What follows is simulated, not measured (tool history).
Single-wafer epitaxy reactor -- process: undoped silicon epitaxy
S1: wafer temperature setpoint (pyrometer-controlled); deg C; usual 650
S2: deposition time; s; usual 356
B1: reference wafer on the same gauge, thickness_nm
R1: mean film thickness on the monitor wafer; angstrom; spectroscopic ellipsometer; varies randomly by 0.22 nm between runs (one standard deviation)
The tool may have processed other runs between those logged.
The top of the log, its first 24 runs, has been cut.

{"run": 25, "hour": 1149.2, "S1": 663, "S2": 356, "B1": 66.774, "R1": 791.54}
{"hour": 1159.1, "done": "gauge calibrated"}
{"run": 26, "hour": 1261.0, "S1": 663, "S2": 356, "B1": 66.71, "R1": 797.89}
{"run": 27, "hour": 1324.2, "S1": 650, "S2": 356, "B1": 66.712, "R1": 577.82}
{"run": 28, "hour": 1373.5, "S1": 663, "S2": 396, "B1": 66.704, "R1": 882.94}
{"run": 29, "hour": 1431.3, "S1": 650, "S2": 401, "B1": 66.686, "R1": 650.73}
{"run": 30, "hour": 1465.0, "S1": 656, "S2": 333, "B1": 66.704, "R1": 627.67}
{"run": 31, "hour": 1507.0, "S1": 650, "S2": 330, "B1": 66.697, "R1": 534.69}
{"run": 32, "hour": 1571.0, "S1": 636, "S2": 426, "B1": 66.665, "R1": 483.62}
{"run": 33, "hour": 1621.7, "S1": 637, "S2": 356, "B1": 66.66, "R1": 414.57}
{"run": 34, "hour": 1647.8, "S1": 641, "S2": 320, "B1": 66.75, "R1": 414.61}

Forecast each of these 5 alternatives for the next run:
{"run": "A", "hour": 1648.3, "S1": 650, "S2": 356, "B1": "?", "R1": "?"}
{"run": "B", "hour": 1648.3, "S1": 644, "S2": 356, "B1": "?", "R1": "?"}
{"run": "C", "hour": 1648.3, "S1": 639, "S2": 394, "B1": "?", "R1": "?"}
{"run": "D", "hour": 1648.3, "S1": 640, "S2": 414, "B1": "?", "R1": "?"}
{"run": "E", "hour": 1648.3, "S1": 650, "S2": 403, "B1": "?", "R1": "?"}

run=A B1=66.703 R1=578.06
run=B B1=66.703 R1=497.47
run=C B1=66.703 R1=484.98
run=D B1=66.703 R1=522.76
run=E B1=66.703 R1=654.38
Without the tool's hidden state the same runs would have given:
run=A R1=577.99
run=B R1=497.41
run=C R1=484.92
run=D R1=522.7
run=E R1=654.3
